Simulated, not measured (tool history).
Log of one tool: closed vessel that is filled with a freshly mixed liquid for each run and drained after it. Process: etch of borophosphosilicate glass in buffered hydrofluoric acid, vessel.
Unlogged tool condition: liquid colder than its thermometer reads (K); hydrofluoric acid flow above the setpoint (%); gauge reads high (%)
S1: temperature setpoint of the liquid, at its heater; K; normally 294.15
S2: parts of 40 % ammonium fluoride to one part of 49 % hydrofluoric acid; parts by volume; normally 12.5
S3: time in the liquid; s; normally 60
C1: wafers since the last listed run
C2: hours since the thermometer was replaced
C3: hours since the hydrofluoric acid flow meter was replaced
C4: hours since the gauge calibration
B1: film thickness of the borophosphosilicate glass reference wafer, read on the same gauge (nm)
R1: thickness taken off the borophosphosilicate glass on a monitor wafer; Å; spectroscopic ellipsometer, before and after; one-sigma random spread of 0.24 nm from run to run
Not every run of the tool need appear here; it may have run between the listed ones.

Run 1, day 0: usual settings but S1 295.65 K; C1 0; C2 323.1; C3 1934.8; C4 541.9; B1 70.01. Result: R1 577.8 Å.
Run 2, day 0.492: usual settings but S1 295.65 K; C1 1503; C2 334.9; C3 1946.6; C4 553.7; B1 69.96. Result: R1 584.3 Å.
Run 3, day 0.971: usual settings but S1 295.65 K; C1 1464; C2 346.4; C3 1958.1; C4 565.2; B1 70. Result: R1 582.4 Å.
Run 4, day 1.246: usual settings but S2 15.5 parts by volume; C1 840; C2 353; C3 1964.7; C4 571.8; B1 69.97. Result: R1 432.8 Å.
Run 5, day 1.775: usual settings; C1 1617; C2 365.7; C3 1977.4; C4 584.5; B1 70.04. Result: R1 534 Å.
At day 2.288: gauge calibrated.
Run 6, day 2.45: usual settings; C1 2063; C2 381.9; C3 1993.6; C4 3.9; B1 70.01. Result: R1 535.5 Å.
Run 7, day 2.8: usual settings but S1 296.15 K; C1 1070; C2 390.3; C3 2002; C4 12.3; B1 69.93. Result: R1 602.2 Å.
Run 8, day 3.321: usual settings but S1 296.15 K; C1 1592; C2 402.8; C3 2014.5; C4 24.8; B1 70.01. Result: R1 594.1 Å.
Run 9, day 3.75: usual settings; C1 1312; C2 413.1; C3 2024.8; C4 35.1; B1 70.02. Result: R1 537.3 Å.
Run 10, day 4.038: usual settings; C1 878; C2 420; C3 2031.7; C4 42; B1 69.99. Result: R1 536 Å.
Run 11, day 4.35: usual settings; C1 955; C2 427.5; C3 2039.2; C4 49.5; B1 70.02. Result: R1 535.3 Å.
Run 12, day 4.617: usual settings but S1 295.65 K, S2 15 parts by volume, S3 70 s; C1 815; C2 433.9; C3 2045.6; C4 55.9; B1 70.01. Result: R1 569.9 Å.
Run 13, day 4.992: usual settings; C1 1146; C2 442.9; C3 2054.6; C4 64.9; B1 69.96. Result: R1 538.1 Å.
Run 14, day 5.721: usual settings but S1 295.65 K, S2 16 parts by volume, S3 75 s; C1 2229; C2 460.4; C3 2072.1; C4 82.4; B1 70.05. Result: R1 573.3 Å.
Run 15, day 6.1: usual settings but S1 291.65 K; C1 1159; C2 469.5; C3 2081.2; C4 91.5; B1 70.01. Result: R1 467.4 Å.
Run 16, day 6.467: usual settings; C1 1120; C2 478.3; C3 2090; C4 100.3; B1 70. Result: R1 541.5 Å.
Run 17, day 7.012: usual settings but S1 291.65 K, S2 16.5 parts by volume; C1 1668; C2 491.4; C3 2103.1; C4 113.4; B1 70.02. Result: R1 356.6 Å.
At day 7.321: hydrofluoric acid flow meter replaced.
Run 18, day 7.338: usual settings but S1 290.15 K, S2 9.5 parts by volume, S3 85 s; C1 866; C2 499.2; C3 0.4; C4 121.2; B1 69.98. Result: R1 818.5 Å.
Run 19, day 7.708: usual settings but S1 298.65 K, S2 15.5 parts by volume, S3 95 s; C1 1133; C2 508.1; C3 9.3; C4 130.1; B1 69.98. Result: R1 919.9 Å.
At day 7.879: thermometer replaced.
Run 20, day 8.246: usual settings but S1 295.65 K; C1 1515; C2 8.8; C3 22.2; C4 143; B1 69.96. Result: R1 612.1 Å.
Run 21, day 8.883: usual settings but S1 298.15 K, S2 10 parts by volume, S3 35 s; C1 1948; C2 24.1; C3 37.5; C4 158.3; B1 70.04. Result: R1 496 Å.
Run 22, day 9.208: usual settings but S1 299.15 K, S2 7.5 parts by volume, S3 30 s; C1 993; C2 31.9; C3 45.3; C4 166.1; B1 70.02. Result: R1 606.2 Å.
At day 9.812: hydrofluoric acid flow meter replaced, repeated, since the last time left the tool worse.
Run 23, day 9.833: usual settings; C1 1783; C2 46.9; C3 0.5; C4 181.1; B1 69.99. Result: R1 502.7 Å.
Run 24, day 10.188: usual settings; C1 1082; C2 55.4; C3 9; C4 189.6; B1 69.98. Result: R1 503.7 Å.
Run 25, day 10.446: usual settings but S1 298.15 K; C1 789; C2 61.6; C3 15.2; C4 195.8; B1 69.98. Result: R1 626.6 Å.
Run 26, day 11.112: usual settings but S1 296.15 K; C1 2038; C2 77.6; C3 31.2; C4 211.8; B1 69.98. Result: R1 559.4 Å.
Run 27, day 11.508: usual settings; C1 1210; C2 87.1; C3 40.7; C4 221.3; B1 70. Result: R1 498.7 Å.
Run 28, day 11.829: usual settings; C1 980; C2 94.8; C3 48.4; C4 229; B1 70.01. Result: R1 502.2 Å.
Run 29, day 12.371: usual settings but S1 291.65 K, S3 40 s; C1 1656; C2 107.8; C3 61.4; C4 242; B1 70.01. Result: R1 288 Å.
Run 30, day 12.646: usual settings but S1 291.15 K, S2 16.5 parts by volume; C1 840; C2 114.4; C3 68; C4 248.6; B1 70.05. Result: R1 325.3 Å.
Run 31, day 13.304: usual settings but S1 290.65 K, S3 70 s; C1 2012; C2 130.2; C3 83.8; C4 264.4; B1 69.97. Result: R1 488.9 Å.
Run 32, day 14.021: usual settings but S1 292.65 K; C1 2191; C2 147.4; C3 101; C4 281.6; B1 69.97. Result: R1 462.5 Å.

Branching from run 32: 3 alternative next runs. What would each branch give?
Run A, day 14.05: usual settings but S2 14 parts by volume; C1 89; C2 148.1; C3 101.7; C4 282.3; B1 ?. Result: R1 ?.
Run B, day 14.05: usual settings but S3 30 s; C1 89; C2 148.1; C3 101.7; C4 282.3; B1 ?. Result: R1 ?.
Run C, day 14.05: usual settings but S2 14 parts by volume, S3 95 s; C1 89; C2 148.1; C3 101.7; C4 282.3; B1 ?. Result: R1 ?.

run     B1     R1
  A  70.02  449.6
  B  70.02  251.4
  C  70.02  711.9
With the hidden condition removed and each run's random variation left untouched, the same runs would have given:
run     R1
  A  439.5
  B  245.8
  C  695.9
